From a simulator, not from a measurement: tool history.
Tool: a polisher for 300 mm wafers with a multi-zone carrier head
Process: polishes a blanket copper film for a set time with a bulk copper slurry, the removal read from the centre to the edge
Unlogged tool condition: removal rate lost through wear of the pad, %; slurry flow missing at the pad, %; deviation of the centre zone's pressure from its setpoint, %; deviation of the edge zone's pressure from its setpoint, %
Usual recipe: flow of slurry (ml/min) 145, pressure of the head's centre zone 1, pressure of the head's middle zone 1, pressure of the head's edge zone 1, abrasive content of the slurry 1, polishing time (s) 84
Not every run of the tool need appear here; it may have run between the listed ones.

| run | hour | flow of slurry (ml/min) | pressure of the head's centre zone | pressure of the head's middle zone | pressure of the head's edge zone | abrasive content of the slurry | polishing time (s) | wafers since the last listed run | wafers polished on this pad | hours since the slurry nozzle was cleaned | hours since the centre zone pressure was calibrated | hours since the edge zone pressure was calibrated | hours since the carrier head's membrane was replaced | incoming thickness of the incoming film, nm | film removed at the wafer's centre (Å) | film removed at mid-radius (Å) | film removed at the wafer's edge (Å) |
|---|---|---|---|---|---|---|---|---|---|---|---|---|---|---|---|---|---|
| 1 | 0 | 145 | 1 | 1 | 1 | 1 | 93 | 0 | 709 | 143.9 | 367 | 177.1 | 1076.4 | 2698.8 | 5900 | 5875 | 5952 |
| 2 | 66.7 | 145 | 1 | 1 | 1 | 1 | 93 | 756 | 1466 | 210.6 | 433.7 | 243.8 | 1143.1 | 2664.8 | 5590 | 5501 | 5732 |
|  | 78.7 | worn pad replaced by a new one |
| 3 | 112.3 | 145 | 1 | 1 | 1 | 1 | 84 | 471 | 381 | 256.2 | 479.3 | 289.4 | 1188.7 | 2694.8 | 5479 | 5423 | 5479 |
| 4 | 169.5 | 145 | 1 | 1 | 1 | 1 | 84 | 648 | 1030 | 313.4 | 536.5 | 346.6 | 1245.9 | 2717 | 5257 | 5260 | 5345 |
|  | 175.2 | edge zone pressure recalibrated |
| 5 | 237.2 | 145 | 1 | 1 | 1 | 1 | 84 | 745 | 1775 | 381.1 | 604.2 | 62 | 1313.6 | 2695.1 | 5050 | 4847 | 4977 |
|  | 246.3 | worn pad replaced by a new one |
| 6 | 274.6 | 145 | 1 | 1 | 1 | 1 | 84 | 378 | 321 | 418.5 | 641.6 | 99.4 | 1351 | 2703.3 | 5632 | 5462 | 5463 |
|  | 287.6 | carrier head's membrane replaced by a new one, of another model than before |
|  | 301.2 | centre zone pressure recalibrated |
| 7 | 333 | 145 | 1 | 1 | 1 | 1 | 84 | 583 | 904 | 476.9 | 31.8 | 157.8 | 45.4 | 2678.9 | 5296 | 5209 | 5447 |
|  | 377.4 | worn pad replaced by a new one |
| 8 | 402.6 | 145 | 1 | 1 | 1 | 1 | 84 | 744 | 286 | 546.5 | 101.4 | 227.4 | 115 | 2643.5 | 5464 | 5491 | 5646 |
| 9 | 444.9 | 145 | 1 | 0.9 | 1.05 | 1 | 103 | 479 | 766 | 588.8 | 143.7 | 269.7 | 157.3 | 2689.3 | 6588 | 6174 | 6975 |
|  | 453.1 | slurry nozzle cleaned |
| 10 | 472.6 | 190 | 1 | 1.11 | 1.06 | 1 | 84 | 302 | 1068 | 19.5 | 171.4 | 297.4 | 185 | 2679.7 | 5569 | 5662 | 5824 |
| 11 | 506.8 | 145 | 0.94 | 1 | 1 | 1.1 | 103 | 388 | 1457 | 53.7 | 205.6 | 331.6 | 219.2 | 2683.8 | 5881 | 6304 | 6479 |
|  | 519 | worn pad replaced by a new one |
|  | 551.1 | edge zone pressure recalibrated |
| 12 | 551.6 | 145 | 1 | 1 | 1 | 1 | 84 | 440 | 346 | 98.5 | 250.4 | 0.5 | 264 | 2667.5 | 5523 | 5404 | 5531 |
| 13 | 610.2 | 105 | 1 | 1 | 1.12 | 1.15 | 111 | 664 | 1011 | 157.1 | 309 | 59.1 | 322.6 | 2692 | 6420 | 6530 | 7516 |
|  | 664.3 | worn pad replaced by a new one |
| 14 | 666.8 | 185 | 1 | 1 | 1.1 | 1 | 58 | 596 | 28 | 213.7 | 365.6 | 115.7 | 379.2 | 2653.3 | 4098 | 3996 | 4278 |
| 15 | 700.6 | 145 | 0.93 | 1 | 1.08 | 1 | 110 | 383 | 411 | 247.5 | 399.4 | 149.5 | 413 | 2656.1 | 6312 | 7026 | 7766 |
| 16 | 743 | 145 | 1 | 1 | 1 | 1 | 84 | 481 | 892 | 289.9 | 441.8 | 191.9 | 455.4 | 2624.7 | 5359 | 5306 | 5342 |

Consider 3 possible next runs. They are alternatives, not a sequence: every one starts from the tool as it was left by run 16. What does each give?
| A | 743.4 | 145 | 1 | 1 | 1 | 1 | 84 | 4 | 897 | 290.3 | 442.2 | 192.3 | 455.8 | 2646.2 | ? | ? | ? |
| B | 743.4 | 145 | 1 | 0.88 | 1 | 1 | 84 | 4 | 897 | 290.3 | 442.2 | 192.3 | 455.8 | 2646.2 | ? | ? | ? |
| C | 743.4 | 165 | 1.1 | 1 | 1 | 0.7 | 84 | 4 | 897 | 290.3 | 442.2 | 192.3 | 455.8 | 2646.2 | ? | ? | ? |

| run | film removed at the wafer's centre (Å) | film removed at mid-radius (Å) | film removed at the wafer's edge (Å) |
|---|---|---|---|
| A | 5406 | 5245 | 5352 |
| B | 5403 | 4993 | 5356 |
| C | 5959 | 4994 | 5065 |
Stripped of hidden state, with their random variation kept, the same runs would have yielded:
| run | film removed at the wafer's centre (Å) | film removed at mid-radius (Å) | film removed at the wafer's edge (Å) |
|---|---|---|---|
| A | 5758 | 5586 | 5701 |
| B | 5755 | 5318 | 5705 |
| C | 6347 | 5319 | 5395 |

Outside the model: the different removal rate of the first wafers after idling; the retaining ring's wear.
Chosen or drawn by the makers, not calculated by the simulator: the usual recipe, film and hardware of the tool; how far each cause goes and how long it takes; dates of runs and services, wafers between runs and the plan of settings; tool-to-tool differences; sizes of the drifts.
